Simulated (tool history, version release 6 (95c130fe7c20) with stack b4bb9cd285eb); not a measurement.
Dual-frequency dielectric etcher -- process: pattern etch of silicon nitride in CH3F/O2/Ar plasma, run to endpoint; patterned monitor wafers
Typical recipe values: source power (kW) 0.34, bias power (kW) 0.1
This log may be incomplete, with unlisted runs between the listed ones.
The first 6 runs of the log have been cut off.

run	hour	source power (kW)	bias power (kW)	wafers since the last listed run	hours since the last wet clean	hours since the last source power generator calibration	hours since the last bias power generator calibration	hours since the last upper electrode change	incoming incoming film thickness, nm	endpoint time (s)
7	441.2	0.34	0.1	1173	331.2	2113.5	1668	5379.6	53.1	76.7
8	486.9	0.34	0.1	536	376.9	2159.2	1713.7	5425.3	53	77.1
9	586.4	0.34	0.1	1167	476.4	2258.7	1813.2	5524.8	53.4	77.4
# hour 679.5: wet clean of the chamber
10	680	0.34	0.1	816	0.5	2352.3	1906.8	5618.4	52.3	74.9
11	710.9	0.34	0.083	362	31.4	2383.2	1937.7	5649.3	52.8	85.1
12	780.1	0.34	0.1	811	100.6	2452.4	2006.9	5718.5	52.8	75.7
13	819.4	0.34	0.1	461	139.9	2491.7	2046.2	5757.8	53.2	77.9
# hour 872.4: bias power generator calibrated
14	885.2	0.34	0.1	724	205.7	2557.5	12.8	5823.6	53.1	76.4
15	985.3	0.34	0.1	1174	305.8	2657.6	112.9	5923.7	52.2	75
# hour 1091.7: upper electrode replaced
16	1092.2	0.34	0.1	972	412.7	2764.5	219.8	0.5	53	75.4
17	1146.7	0.34	0.1	639	467.2	2819	274.3	55	52.9	76.2
# hour 1200.9: wet clean of the chamber
18	1201.4	0.41	0.11	360	0.5	2873.7	329	109.7	53.1	67.3
19	1267	0.4	0.121	769	66.1	2939.3	394.6	175.3	53.3	65.5
20	1362.7	0.39	0.089	1122	161.8	3035	490.3	271	53.1	77
21	1448.8	0.34	0.1	1010	247.9	3121.1	576.4	357.1	52.8	76.5
22	1555.7	0.41	0.108	1254	354.8	3228	683.3	464	53.1	68.7
23	1608.6	0.34	0.086	620	407.7	3280.9	736.2	516.9	53.2	83.5
# hour 1676.1: source power generator calibrated
24	1676.6	0.28	0.086	750	475.7	0.5	804.2	584.9	52.7	90.3
25	1740.5	0.29	0.092	749	539.6	64.4	868.1	648.8	53.1	86
# hour 1791.9: wet clean of the chamber
26	1806.2	0.34	0.1	489	14.3	130.1	933.8	714.5	53	75.9
27	1877	0.3	0.09	830	85.1	200.9	1004.6	785.3	53.2	85
28	1932.8	0.41	0.1	654	140.9	256.7	1060.4	841.1	52.7	69.8
29	2019.1	0.34	0.1	1012	227.2	343	1146.7	927.4	52.9	76.2
30	2094	0.4	0.1	878	302.1	417.9	1221.6	1002.3	53.1	70.9
31	2164.1	0.38	0.079	822	372.2	488	1291.7	1072.4	53.1	82.5

Forecast each of these 5 alternatives for the next run:
A	2164.5	0.3	0.1	4	372.6	488.4	1292.1	1072.8	52.8	?
B	2164.5	0.31	0.1	4	372.6	488.4	1292.1	1072.8	52.8	?
C	2164.5	0.3	0.107	4	372.6	488.4	1292.1	1072.8	52.8	?
D	2164.5	0.42	0.075	4	372.6	488.4	1292.1	1072.8	52.8	?
E	2164.5	0.4	0.12	4	372.6	488.4	1292.1	1072.8	52.8	?

run	endpoint time (s)
A	81.5
B	80.3
C	78.6
D	82.9
E	65.8
With the hidden condition removed and each run's random variation left untouched, the same runs would have given:
run	endpoint time (s)
A	81.5
B	80.3
C	78.6
D	82.9
E	65.8
